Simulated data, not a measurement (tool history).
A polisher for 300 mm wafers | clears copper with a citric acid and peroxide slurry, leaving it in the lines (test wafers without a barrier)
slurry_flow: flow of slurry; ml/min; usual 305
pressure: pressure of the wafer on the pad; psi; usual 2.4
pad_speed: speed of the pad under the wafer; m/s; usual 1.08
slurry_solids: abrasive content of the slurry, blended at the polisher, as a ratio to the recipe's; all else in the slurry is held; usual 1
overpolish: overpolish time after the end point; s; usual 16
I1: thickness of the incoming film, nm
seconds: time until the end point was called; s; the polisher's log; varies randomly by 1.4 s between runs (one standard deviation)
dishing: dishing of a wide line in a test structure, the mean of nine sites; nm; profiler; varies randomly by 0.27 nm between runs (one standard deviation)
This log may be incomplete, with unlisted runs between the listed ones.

{"run": 1, "day": 0.0, "slurry_flow": 305, "pressure": 2.4, "pad_speed": 0.78, "slurry_solids": 1, "overpolish": 16, "I1": 209.2, "seconds": 198.1, "dishing": 12.3}
{"run": 2, "day": 0.829, "slurry_flow": 305, "pressure": 2.4, "pad_speed": 0.78, "slurry_solids": 1, "overpolish": 16, "I1": 210.3, "seconds": 199.7, "dishing": 12.1}
{"run": 3, "day": 1.588, "slurry_flow": 305, "pressure": 2.4, "pad_speed": 1.08, "slurry_solids": 1, "overpolish": 11, "I1": 210.2, "seconds": 145, "dishing": 11.4}
{"run": 4, "day": 2.808, "slurry_flow": 305, "pressure": 2.4, "pad_speed": 1.08, "slurry_solids": 1, "overpolish": 11, "I1": 214.2, "seconds": 147.9, "dishing": 11.3}
{"run": 5, "day": 3.954, "slurry_flow": 305, "pressure": 2.4, "pad_speed": 1.08, "slurry_solids": 1, "overpolish": 11, "I1": 209.6, "seconds": 143.6, "dishing": 11.4}
{"run": 6, "day": 5.017, "slurry_flow": 220, "pressure": 1.6, "pad_speed": 1.08, "slurry_solids": 1.2, "overpolish": 16, "I1": 211.6, "seconds": 186.7, "dishing": 12.5}
{"run": 7, "day": 6.121, "slurry_flow": 305, "pressure": 1.7, "pad_speed": 1.34, "slurry_solids": 1, "overpolish": 16, "I1": 209.7, "seconds": 143.8, "dishing": 16.3}
{"run": 8, "day": 7.562, "slurry_flow": 305, "pressure": 2.4, "pad_speed": 1.08, "slurry_solids": 1, "overpolish": 16, "I1": 208.3, "seconds": 130.8, "dishing": 17.8}
{"run": 9, "day": 8.975, "slurry_flow": 305, "pressure": 2.4, "pad_speed": 1.18, "slurry_solids": 1, "overpolish": 16, "I1": 210.8, "seconds": 118.5, "dishing": 19.9}
{"run": 10, "day": 9.733, "slurry_flow": 305, "pressure": 2.4, "pad_speed": 1.08, "slurry_solids": 1, "overpolish": 19, "I1": 207.7, "seconds": 127.7, "dishing": 20.9}
{"run": 11, "day": 10.529, "slurry_flow": 305, "pressure": 2.9, "pad_speed": 1.08, "slurry_solids": 1, "overpolish": 16, "I1": 207.8, "seconds": 107.8, "dishing": 20.5}
{"run": 12, "day": 11.796, "slurry_flow": 305, "pressure": 2.9, "pad_speed": 1.08, "slurry_solids": 1, "overpolish": 16, "I1": 207.8, "seconds": 109.3, "dishing": 21}
{"run": 13, "day": 12.4, "slurry_flow": 305, "pressure": 2.8, "pad_speed": 0.7, "slurry_solids": 1, "overpolish": 22, "I1": 209.6, "seconds": 170.2, "dishing": 18.9}
{"run": 14, "day": 12.975, "slurry_flow": 390, "pressure": 1.7, "pad_speed": 1.2, "slurry_solids": 1, "overpolish": 13, "I1": 211.8, "seconds": 162.5, "dishing": 11.8}
{"run": 15, "day": 13.483, "slurry_flow": 305, "pressure": 2.4, "pad_speed": 1.08, "slurry_solids": 1, "overpolish": 16, "I1": 209, "seconds": 131.6, "dishing": 17.7}
{"run": 16, "day": 14.729, "slurry_flow": 305, "pressure": 2.4, "pad_speed": 1.08, "slurry_solids": 1, "overpolish": 16, "I1": 207.1, "seconds": 126.4, "dishing": 18.1}
{"run": 17, "day": 15.838, "slurry_flow": 305, "pressure": 2, "pad_speed": 1.2, "slurry_solids": 0.7, "overpolish": 25, "I1": 212.5, "seconds": 156.9, "dishing": 23}
{"run": 18, "day": 17.279, "slurry_flow": 305, "pressure": 2.4, "pad_speed": 0.72, "slurry_solids": 1, "overpolish": 16, "I1": 210.9, "seconds": 195.3, "dishing": 12.4}
{"run": 19, "day": 18.45, "slurry_flow": 225, "pressure": 2.4, "pad_speed": 0.9, "slurry_solids": 1, "overpolish": 16, "I1": 211.5, "seconds": 160.7, "dishing": 14.5}
{"run": 20, "day": 19.888, "slurry_flow": 235, "pressure": 2.4, "pad_speed": 0.72, "slurry_solids": 1, "overpolish": 19, "I1": 209.6, "seconds": 201.1, "dishing": 14.2}
{"run": 21, "day": 21.579, "slurry_flow": 305, "pressure": 2.4, "pad_speed": 1.24, "slurry_solids": 0.8, "overpolish": 16, "I1": 205.8, "seconds": 118.1, "dishing": 18.7}
{"run": 22, "day": 23.062, "slurry_flow": 305, "pressure": 2.4, "pad_speed": 1.08, "slurry_solids": 1, "overpolish": 16, "I1": 207.9, "seconds": 130.2, "dishing": 17.3}
{"run": 23, "day": 24.25, "slurry_flow": 305, "pressure": 2.8, "pad_speed": 0.74, "slurry_solids": 1.2, "overpolish": 16, "I1": 206.6, "seconds": 156.1, "dishing": 14.9}
{"run": 24, "day": 25.471, "slurry_flow": 305, "pressure": 3.1, "pad_speed": 1.22, "slurry_solids": 1, "overpolish": 16, "I1": 207.3, "seconds": 90.8, "dishing": 24.7}
{"run": 25, "day": 26.054, "slurry_flow": 305, "pressure": 2.4, "pad_speed": 1.08, "slurry_solids": 0.85, "overpolish": 16, "I1": 211.7, "seconds": 139.7, "dishing": 16.5}
{"run": 26, "day": 27.129, "slurry_flow": 305, "pressure": 3, "pad_speed": 0.92, "slurry_solids": 1, "overpolish": 16, "I1": 213.8, "seconds": 127.8, "dishing": 18.6}
{"run": 27, "day": 28.35, "slurry_flow": 305, "pressure": 2.4, "pad_speed": 1.26, "slurry_solids": 1, "overpolish": 16, "I1": 210.4, "seconds": 115.1, "dishing": 20.4}

Not shown: 7 entries that the log had between the listed runs. Between which runs, and how does the tool's hidden state differ before and after?
Run 4 -> run 5: worn pad replaced by a new one (day 3.3)
  deviation of the head's pressure from its setpoint, %: -13.5 -> -13.9
  measured minus no-state result, seconds: +19.5 -> +19.4 s; dishing: -1.6 -> -1.7 nm
Run 5 -> run 6: head pressure recalibrated, repeated, since the last time left the tool worse (day 4.788)
  deviation of the head's pressure from its setpoint, %: -13.9 -> -0.421
  measured minus no-state result, seconds: +19.4 -> +0.7 s; dishing: -1.7 -> -0.1 nm
Run 8 -> run 9: slurry blender recalibrated (day 7.667)
  deviation of the head's pressure from its setpoint, %: -1.53 -> -2.05
  measured minus no-state result, seconds: +2 -> +2.4 s; dishing: -0.3 -> -0.3 nm
Run 11 -> run 12: worn pad replaced by a new one (day 11.775)
  deviation of the head's pressure from its setpoint, %: -2.56 -> -2.93
  measured minus no-state result, seconds: +2.7 -> +3.1 s; dishing: -0.5 -> -0.6 nm
Run 15 -> run 16: slurry nozzle cleaned (day 14.675)
  deviation of the head's pressure from its setpoint, %: -3.37 -> -3.66
  measured minus no-state result, seconds: +4.3 -> +4.5 s; dishing: -0.5 -> -0.6 nm
Run 19 -> run 20: slurry blender recalibrated (day 19.483)
  deviation of the head's pressure from its setpoint, %: -4.37 -> -4.59
  measured minus no-state result, seconds: +6.7 -> +8.9 s; dishing: -0.6 -> -0.6 nm
Run 21 -> run 22: worn pad replaced by a new one (day 22.421)
  deviation of the head's pressure from its setpoint, %: -4.82 -> -5
  measured minus no-state result, seconds: +5.6 -> +6.3 s; dishing: -0.9 -> -0.8 nm
